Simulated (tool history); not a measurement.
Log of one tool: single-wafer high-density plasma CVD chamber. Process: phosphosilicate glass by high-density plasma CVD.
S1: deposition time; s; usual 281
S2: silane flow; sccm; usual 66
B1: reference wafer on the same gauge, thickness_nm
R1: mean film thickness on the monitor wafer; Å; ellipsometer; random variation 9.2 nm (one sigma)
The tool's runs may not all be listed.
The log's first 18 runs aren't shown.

{"run": 19, "hour": 1315.7, "S1": 281, "S2": 66, "B1": 2136.15, "R1": 18351.04}
{"run": 20, "hour": 1420.2, "S1": 281, "S2": 66, "B1": 2127.811, "R1": 18266.52}
{"run": 21, "hour": 1500.9, "S1": 281, "S2": 66, "B1": 2130.7, "R1": 18321.92}
{"run": 22, "hour": 1582.8, "S1": 252, "S2": 74, "B1": 2129.168, "R1": 18512.45}
{"hour": 1755.9, "done": "gauge calibrated"}
{"run": 23, "hour": 1846.2, "S1": 327, "S2": 66, "B1": 2130.162, "R1": 21357.64}
{"run": 24, "hour": 1886.5, "S1": 281, "S2": 56, "B1": 2129.824, "R1": 15635.01}
{"run": 25, "hour": 1972.6, "S1": 322, "S2": 66, "B1": 2127.754, "R1": 21057.84}
{"run": 26, "hour": 2071.7, "S1": 281, "S2": 66, "B1": 2128.386, "R1": 18281.71}
{"run": 27, "hour": 2136.0, "S1": 281, "S2": 66, "B1": 2129.613, "R1": 18267.69}
{"run": 28, "hour": 2238.1, "S1": 281, "S2": 59, "B1": 2130.276, "R1": 16429.81}
{"run": 29, "hour": 2376.6, "S1": 314, "S2": 62, "B1": 2128.734, "R1": 19249.8}
{"run": 30, "hour": 2441.0, "S1": 235, "S2": 58, "B1": 2131.42, "R1": 13418.25}
{"run": 31, "hour": 2494.9, "S1": 266, "S2": 75, "B1": 2129.406, "R1": 19772.07}
{"run": 32, "hour": 2629.5, "S1": 323, "S2": 56, "B1": 2126.573, "R1": 17743.35}
{"run": 33, "hour": 2695.8, "S1": 281, "S2": 61, "B1": 2130.449, "R1": 16870.9}
{"run": 34, "hour": 2774.5, "S1": 281, "S2": 66, "B1": 2127.842, "R1": 18179.33}
{"run": 35, "hour": 2848.6, "S1": 298, "S2": 66, "B1": 2129.994, "R1": 19141.18}
{"run": 36, "hour": 2945.2, "S1": 281, "S2": 66, "B1": 2127.068, "R1": 18338.81}
{"run": 37, "hour": 2992.2, "S1": 309, "S2": 54, "B1": 2127.816, "R1": 16385.99}
{"run": 38, "hour": 3069.4, "S1": 281, "S2": 66, "B1": 2132.314, "R1": 18292.17}
{"run": 39, "hour": 3137.3, "S1": 281, "S2": 66, "B1": 2137.379, "R1": 18405.06}

Forecast each of these 4 alternatives for the next run:
{"run": "A", "hour": 3137.8, "S1": 281, "S2": 72, "B1": "?", "R1": "?"}
{"run": "B", "hour": 3137.8, "S1": 306, "S2": 55, "B1": "?", "R1": "?"}
{"run": "C", "hour": 3137.8, "S1": 281, "S2": 75, "B1": "?", "R1": "?"}
{"run": "D", "hour": 3137.8, "S1": 315, "S2": 66, "B1": "?", "R1": "?"}

run=A B1=2130.086 R1=19962.84
run=B B1=2130.086 R1=16606.10
run=C B1=2130.086 R1=20794.63
run=D B1=2130.086 R1=20513.42
Without the tool's hidden state the same runs would have given:
run=A R1=20227.53
run=B R1=16826.28
run=C R1=21070.34
run=D R1=20785.40
